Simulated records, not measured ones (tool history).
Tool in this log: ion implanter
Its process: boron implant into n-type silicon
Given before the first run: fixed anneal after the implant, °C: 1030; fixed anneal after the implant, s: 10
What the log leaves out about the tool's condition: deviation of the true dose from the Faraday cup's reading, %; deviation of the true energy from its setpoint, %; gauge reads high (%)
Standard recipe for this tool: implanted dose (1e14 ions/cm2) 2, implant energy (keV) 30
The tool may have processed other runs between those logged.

run,hour,implanted dose (1e14 ions/cm2),implant energy (keV),wafers since the last listed run,hours since the last dose calibration,hours since the extraction supply was calibrated,hours since the gauge calibration,"read-back reference wafer on the same gauge, sheet resistance",sheet resistance of the implanted and annealed layer (ohm/square)
1,0,1.72,30,0,921.8,621.9,227.2,493.17,509.39
2,123.8,2.23,30,3474,1045.6,745.7,351,492.54,417.01
3,170.9,2.23,30,1322,1092.7,792.8,398.1,492.85,415.68
4,213.3,2,30,1190,1135.1,835.2,440.5,493.04,453.92
5,282.3,2,30,1936,1204.1,904.2,509.5,493.22,454.25
6,367.6,2,30,2394,1289.4,989.5,594.8,493.48,453.46
7,454.8,2,30,2447,1376.6,1076.7,682,493.37,451.8
8,561.9,2,30,3006,1483.7,1183.8,789.1,492.89,453.38
# hour 582.1: Faraday cup replaced and dose calibrated
9,612.4,2.38,24,1192,30.3,1234.3,839.6,492.7,417.44
10,668.9,2.38,24,1585,86.8,1290.8,896.1,492.74,414.26
11,735,2,30,1855,152.9,1356.9,962.2,492.85,460.47
12,831,2,35.5,2694,248.9,1452.9,1058.2,493.49,452.49
13,935.7,2,24.5,2938,353.6,1557.6,1162.9,492.93,468.81
14,1041.2,2,25,2961,459.1,1663.1,1268.4,492.71,469.56
15,1283,1.76,23,6787,700.9,1904.9,1510.2,493.35,525
# hour 1375.7: extraction supply calibrated
16,1387.5,1.43,30,2708,805.4,11.8,1614.7,492.93,594.31
17,1444.1,1.78,19.5,1588,862,68.4,1671.3,493.34,527.53
18,1533.2,2,30,2500,951.1,157.5,1760.4,492.53,455.94

What does the tool deliver on the next run?
19,1623.6,1.76,23,2537,1041.5,247.9,1850.8,?,?

{"run 19": {"read-back reference wafer on the same gauge, sheet resistance": 492.78, "sheet resistance of the implanted and annealed layer (ohm/square)": 519.58}}
Take away the tool's hidden state, keep the run-to-run variation as it was, and the same run would have given sheet resistance of the implanted and annealed layer (ohm/square) 532.74.
